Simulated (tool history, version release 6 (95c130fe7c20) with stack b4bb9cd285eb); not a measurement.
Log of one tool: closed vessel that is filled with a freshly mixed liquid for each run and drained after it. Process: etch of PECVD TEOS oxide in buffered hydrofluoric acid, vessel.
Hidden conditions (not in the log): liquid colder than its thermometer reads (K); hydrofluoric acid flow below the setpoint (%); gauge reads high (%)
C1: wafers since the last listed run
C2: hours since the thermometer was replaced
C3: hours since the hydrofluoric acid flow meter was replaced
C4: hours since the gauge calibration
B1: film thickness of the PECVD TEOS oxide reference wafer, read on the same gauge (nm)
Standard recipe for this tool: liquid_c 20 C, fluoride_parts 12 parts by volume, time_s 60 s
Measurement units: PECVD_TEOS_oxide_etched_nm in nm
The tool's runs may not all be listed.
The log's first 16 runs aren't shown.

Run 17, day 12.238: usual settings; C1 3533; C2 90.1; C3 54.3; C4 175.1; B1 29.97. Result: PECVD_TEOS_oxide_etched_nm 123.12 nm.
Run 18, day 12.512: usual settings but fluoride_parts 13.5 parts by volume; C1 549; C2 96.7; C3 60.9; C4 181.7; B1 30.01. Result: PECVD_TEOS_oxide_etched_nm 109.51 nm.
Run 19, day 12.767: usual settings; C1 508; C2 102.8; C3 67; C4 187.8; B1 30.02. Result: PECVD_TEOS_oxide_etched_nm 122.98 nm.
Run 20, day 13.471: usual settings but liquid_c 23.5 C, fluoride_parts 17 parts by volume, time_s 40 s; C1 1408; C2 119.7; C3 83.9; C4 204.7; B1 29.98. Result: PECVD_TEOS_oxide_etched_nm 71.39 nm.
Run 21, day 13.95: usual settings but time_s 30 s; C1 958; C2 131.2; C3 95.4; C4 216.2; B1 30. Result: PECVD_TEOS_oxide_etched_nm 61.34 nm.
Run 22, day 14.462: usual settings but liquid_c 17 C; C1 1024; C2 143.5; C3 107.7; C4 228.5; B1 30. Result: PECVD_TEOS_oxide_etched_nm 103.97 nm.
At day 14.883: gauge calibrated.
Run 23, day 15.038: usual settings; C1 1149; C2 157.3; C3 121.5; C4 3.7; B1 30. Result: PECVD_TEOS_oxide_etched_nm 122.03 nm.
Run 24, day 15.425: usual settings; C1 774; C2 166.6; C3 130.8; C4 13; B1 30. Result: PECVD_TEOS_oxide_etched_nm 121.62 nm.
Run 25, day 15.712: usual settings but liquid_c 23.5 C, fluoride_parts 14 parts by volume, time_s 30 s; C1 574; C2 173.5; C3 137.7; C4 19.9; B1 30.01. Result: PECVD_TEOS_oxide_etched_nm 64.13 nm.
Run 26, day 16.071: usual settings but liquid_c 22 C, time_s 45 s; C1 716; C2 182.1; C3 146.3; C4 28.5; B1 30.01. Result: PECVD_TEOS_oxide_etched_nm 103.38 nm.
Run 27, day 16.392: usual settings but liquid_c 17 C, fluoride_parts 8.5 parts by volume, time_s 80 s; C1 641; C2 189.8; C3 154; C4 36.2; B1 29.98. Result: PECVD_TEOS_oxide_etched_nm 184.74 nm.
Run 28, day 17.096: usual settings; C1 1408; C2 206.7; C3 170.9; C4 53.1; B1 29.97. Result: PECVD_TEOS_oxide_etched_nm 120.74 nm.
Run 29, day 17.762: usual settings but liquid_c 23 C, fluoride_parts 14.5 parts by volume; C1 1333; C2 222.7; C3 186.9; C4 69.1; B1 29.97. Result: PECVD_TEOS_oxide_etched_nm 118.7 nm.
Run 30, day 18.354: usual settings but liquid_c 23 C, fluoride_parts 9.5 parts by volume, time_s 30 s; C1 1183; C2 236.9; C3 201.1; C4 83.3; B1 29.99. Result: PECVD_TEOS_oxide_etched_nm 89.39 nm.

Run 31 has not been measured yet. What should we expect?
Run 31, day 19.079: usual settings; C1 1449; C2 254.3; C3 218.5; C4 100.7; B1 ?. Result: PECVD_TEOS_oxide_etched_nm ?.

B1: 30.01
PECVD_TEOS_oxide_etched_nm: 121.11 nm
With no hidden state in the tool, this same run would have given PECVD_TEOS_oxide_etched_nm 123.86 nm.

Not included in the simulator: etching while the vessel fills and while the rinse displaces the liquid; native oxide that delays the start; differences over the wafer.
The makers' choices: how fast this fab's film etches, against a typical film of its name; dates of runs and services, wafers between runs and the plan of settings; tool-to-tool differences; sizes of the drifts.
